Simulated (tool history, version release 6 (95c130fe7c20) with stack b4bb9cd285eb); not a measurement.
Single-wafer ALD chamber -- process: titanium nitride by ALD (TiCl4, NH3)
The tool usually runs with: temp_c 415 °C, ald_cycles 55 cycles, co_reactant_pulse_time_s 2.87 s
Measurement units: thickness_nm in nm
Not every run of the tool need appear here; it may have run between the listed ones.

| run | hour | temp_c | ald_cycles | co_reactant_pulse_time_s | wafers since the last listed run | hours since the last thermocouple change | hours since the showerhead was replaced | hours since the gauge calibration | read-back reference wafer on the same gauge, thickness_nm | thickness_nm |
|---|---|---|---|---|---|---|---|---|---|---|
| 1 | 0.0 | 415 | 55 | 2.87 | 0 | 2074.6 | 2477.5 | 863.3 | 1.339 | 1.222 |
| 2 | 24.6 | 415 | 55 | 2.87 | 111 | 2099.2 | 2502.1 | 887.9 | 1.340 | 1.223 |
| 3 | 38.6 | 426 | 55 | 2.00 | 63 | 2113.2 | 2516.1 | 901.9 | 1.340 | 1.214 |
| 4 | 61.5 | 426 | 55 | 2.00 | 103 | 2136.1 | 2539.0 | 924.8 | 1.340 | 1.212 |
| 5 | 82.7 | 415 | 55 | 2.87 | 95 | 2157.3 | 2560.2 | 946.0 | 1.340 | 1.221 |
| 6 | 111.6 | 415 | 55 | 2.87 | 130 | 2186.2 | 2589.1 | 974.9 | 1.340 | 1.218 |
| 7 | 124.6 | 415 | 55 | 2.87 | 58 | 2199.2 | 2602.1 | 987.9 | 1.340 | 1.219 |
| 8 | 142.1 | 409 | 55 | 2.87 | 79 | 2216.7 | 2619.6 | 1005.4 | 1.340 | 1.220 |
| 9 | 163.2 | 409 | 55 | 2.87 | 95 | 2237.8 | 2640.7 | 1026.5 | 1.340 | 1.221 |
|  | 182.1 | showerhead replaced |
| 10 | 184.9 | 409 | 55 | 2.87 | 62 | 2259.5 | 2.8 | 1048.2 | 1.340 | 1.224 |
| 11 | 200.8 | 415 | 55 | 2.87 | 71 | 2275.4 | 18.7 | 1064.1 | 1.340 | 1.217 |
| 12 | 223.7 | 415 | 55 | 2.87 | 103 | 2298.3 | 41.6 | 1087.0 | 1.340 | 1.218 |
| 13 | 254.7 | 415 | 55 | 2.87 | 140 | 2329.3 | 72.6 | 1118.0 | 1.340 | 1.223 |
| 14 | 268.9 | 415 | 60 | 2.87 | 64 | 2343.5 | 86.8 | 1132.2 | 1.340 | 1.332 |
| 15 | 295.9 | 411 | 55 | 3.57 | 122 | 2370.5 | 113.8 | 1159.2 | 1.340 | 1.228 |
|  | 304.0 | thermocouple changed; heater temperature recalibrated |
| 16 | 316.5 | 411 | 55 | 3.57 | 57 | 12.5 | 134.4 | 1179.8 | 1.340 | 1.228 |
| 17 | 337.3 | 426 | 55 | 2.00 | 94 | 33.3 | 155.2 | 1200.6 | 1.340 | 1.215 |
| 18 | 362.5 | 429 | 45 | 2.36 | 114 | 58.5 | 180.4 | 1225.8 | 1.340 | 0.997 |
|  | 381.5 | gauge calibrated |
| 19 | 390.8 | 415 | 63 | 2.87 | 128 | 86.8 | 208.7 | 9.3 | 1.340 | 1.403 |
| 20 | 411.7 | 420 | 44 | 2.87 | 94 | 107.7 | 229.6 | 30.2 | 1.340 | 0.980 |
| 21 | 446.5 | 423 | 65 | 2.87 | 157 | 142.5 | 264.4 | 65.0 | 1.339 | 1.443 |
| 22 | 475.3 | 426 | 47 | 2.87 | 130 | 171.3 | 293.2 | 93.8 | 1.340 | 1.044 |
| 23 | 510.3 | 426 | 55 | 2.00 | 158 | 206.3 | 328.2 | 128.8 | 1.341 | 1.215 |
| 24 | 536.0 | 426 | 45 | 1.85 | 116 | 232.0 | 353.9 | 154.5 | 1.340 | 0.992 |
| 25 | 556.9 | 427 | 55 | 2.32 | 94 | 252.9 | 374.8 | 175.4 | 1.340 | 1.215 |
| 26 | 588.9 | 415 | 62 | 2.87 | 144 | 284.9 | 406.8 | 207.4 | 1.340 | 1.379 |
| 27 | 604.7 | 426 | 45 | 2.47 | 71 | 300.7 | 422.6 | 223.2 | 1.340 | 1.000 |
| 28 | 634.1 | 419 | 55 | 2.87 | 133 | 330.1 | 452.0 | 252.6 | 1.340 | 1.219 |
| 29 | 657.4 | 415 | 46 | 3.80 | 105 | 353.4 | 475.3 | 275.9 | 1.340 | 1.027 |
| 30 | 677.8 | 408 | 55 | 2.87 | 92 | 373.8 | 495.7 | 296.3 | 1.340 | 1.222 |
| 31 | 713.3 | 402 | 60 | 1.78 | 160 | 409.3 | 531.2 | 331.8 | 1.340 | 1.312 |
| 32 | 732.2 | 415 | 55 | 2.87 | 85 | 428.2 | 550.1 | 350.7 | 1.340 | 1.217 |
| 33 | 751.8 | 419 | 55 | 2.87 | 88 | 447.8 | 569.7 | 370.3 | 1.340 | 1.224 |
| 34 | 771.5 | 415 | 55 | 2.87 | 89 | 467.5 | 589.4 | 390.0 | 1.340 | 1.225 |
| 35 | 799.3 | 426 | 66 | 3.90 | 125 | 495.3 | 617.2 | 417.8 | 1.340 | 1.478 |
| 36 | 824.0 | 415 | 65 | 2.87 | 111 | 520.0 | 641.9 | 442.5 | 1.340 | 1.440 |
| 37 | 850.1 | 415 | 45 | 2.87 | 118 | 546.1 | 668.0 | 468.6 | 1.340 | 0.999 |
| 38 | 878.5 | 426 | 55 | 2.00 | 128 | 574.5 | 696.4 | 497.0 | 1.340 | 1.215 |
| 39 | 966.0 | 427 | 58 | 2.87 | 396 | 662.0 | 783.9 | 584.5 | 1.339 | 1.289 |

Exercise: give the hidden state of the tool at every run:
wafer temperature above the value expected at the setpoint (K): 0 across all the runs
gauge reads high (%): 0 across all the runs
